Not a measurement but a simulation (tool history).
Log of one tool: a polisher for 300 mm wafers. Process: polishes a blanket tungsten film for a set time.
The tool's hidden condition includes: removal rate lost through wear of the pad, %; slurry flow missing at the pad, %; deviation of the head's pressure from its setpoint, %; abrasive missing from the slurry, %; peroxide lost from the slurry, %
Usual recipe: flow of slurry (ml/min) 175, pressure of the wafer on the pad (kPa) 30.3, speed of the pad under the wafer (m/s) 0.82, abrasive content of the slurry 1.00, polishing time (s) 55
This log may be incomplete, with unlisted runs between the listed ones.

run,hour,flow of slurry (ml/min),pressure of the wafer on the pad (kPa),speed of the pad under the wafer (m/s),abrasive content of the slurry,polishing time (s),wafers since the last listed run,wafers polished on this pad,hours since the slurry nozzle was cleaned,hours since the head pressure was calibrated,hours since the slurry blender was calibrated,hours since the slurry got fresh peroxide,"incoming thickness of the incoming film, nm",film removed (nm)
1,0.0,135,30.3,0.82,1.00,55,0,1794,261.6,1034.6,323.9,248.3,719.7,197.2
2,48.5,175,30.3,0.82,1.00,42,368,2162,310.1,1083.1,372.4,296.8,722.3,156.4
3,96.6,175,30.3,0.82,1.00,55,365,2528,358.2,1131.2,420.5,344.9,729.8,200.9
# hour 140.3: slurry blender recalibrated
4,141.9,175,30.3,0.82,1.00,55,328,2856,403.5,1176.5,1.6,390.2,713.8,221.8
# hour 172.2: slurry tank refilled with fresh slurry and peroxide
# hour 191.1: head pressure recalibrated
5,210.0,175,21.4,0.54,1.00,74,494,3351,471.6,18.9,69.7,37.8,723.5,153.4
# hour 214.4: worn pad replaced by a new one
6,270.2,175,30.3,0.82,1.00,55,426,423,531.8,79.1,129.9,98.0,709.6,213.3
7,312.5,210,26.9,0.94,1.00,68,321,744,574.1,121.4,172.2,140.3,718.8,268.4
# hour 347.1: slurry nozzle cleaned
8,355.0,175,30.3,0.82,1.25,61,315,1060,7.9,163.9,214.7,182.8,727.5,248.8
9,397.8,150,39.3,0.82,0.75,38,325,1385,50.7,206.7,257.5,225.6,726.9,170.4
10,435.5,175,30.3,0.82,1.00,55,286,1671,88.4,244.4,295.2,263.3,717.8,208.0
11,486.4,175,30.3,1.02,1.00,55,386,2058,139.3,295.3,346.1,314.2,710.5,245.3
12,530.6,155,30.3,0.74,1.00,65,335,2394,183.5,339.5,390.3,358.4,728.2,216.0
# hour 557.6: slurry blender recalibrated
13,595.1,175,30.3,0.82,1.00,55,474,2869,248.0,404.0,37.5,422.9,736.3,212.4
# hour 599.5: slurry tank refilled with fresh slurry and peroxide
# hour 628.0: worn pad replaced by a new one
14,631.2,175,30.3,0.90,1.00,55,236,24,284.1,440.1,73.6,31.7,721.3,229.7
15,667.6,175,30.3,0.82,1.00,67,276,300,320.5,476.5,110.0,68.1,714.8,261.3
16,720.2,160,23.4,1.04,1.00,74,399,700,373.1,529.1,162.6,120.7,721.5,262.8
17,755.9,175,30.3,0.82,1.30,55,271,971,408.8,564.8,198.3,156.4,722.6,226.1
18,816.4,230,26.9,0.62,1.00,55,459,1431,469.3,625.3,258.8,216.9,719.5,152.3
19,856.8,210,35.9,0.58,1.30,55,306,1738,509.7,665.7,299.2,257.3,711.8,204.4
20,888.5,150,30.3,0.56,0.90,36,240,1978,541.4,697.4,330.9,289.0,710.6,94.6
21,915.5,145,30.3,1.06,0.80,36,205,2184,568.4,724.4,357.9,316.0,720.1,148.0
# hour 934.4: slurry blender recalibrated
22,955.5,195,22.8,1.04,1.20,55,288,2472,608.4,764.4,21.1,356.0,719.4,215.6
# hour 968.1: slurry nozzle cleaned
23,1001.4,120,30.3,0.92,0.75,72,341,2813,33.3,810.3,67.0,401.9,722.9,269.2
# hour 1029.5: worn pad replaced by a new one
24,1033.6,175,23.4,0.82,1.00,55,214,31,65.5,842.5,99.2,434.1,714.1,164.4
25,1062.1,195,22.8,0.82,0.90,55,216,247,94.0,871.0,127.7,462.6,716.5,158.1
# hour 1077.6: slurry tank refilled with fresh slurry and peroxide
26,1097.6,175,30.3,1.08,1.00,55,262,509,129.5,906.5,163.2,20.0,727.1,265.2
27,1137.7,175,30.3,0.82,1.00,55,304,814,169.6,946.6,203.3,60.1,725.0,208.1

Branching from run 27: 3 alternative next runs. What would each branch give?
A,1138.1,175,30.3,0.82,1.00,40,3,817,170.0,947.0,203.7,60.5,725.7,?
B,1138.1,175,30.3,0.82,1.15,55,3,817,170.0,947.0,203.7,60.5,725.7,?
C,1138.1,175,30.3,0.54,1.00,55,3,817,170.0,947.0,203.7,60.5,725.7,?

run,film removed (nm)
A,154.4
B,221.1
C,155.1
Take away the tool's hidden state, keep each run's random variation, and the runs would have read:
run,film removed (nm)
A,160.9
B,230.6
C,161.6

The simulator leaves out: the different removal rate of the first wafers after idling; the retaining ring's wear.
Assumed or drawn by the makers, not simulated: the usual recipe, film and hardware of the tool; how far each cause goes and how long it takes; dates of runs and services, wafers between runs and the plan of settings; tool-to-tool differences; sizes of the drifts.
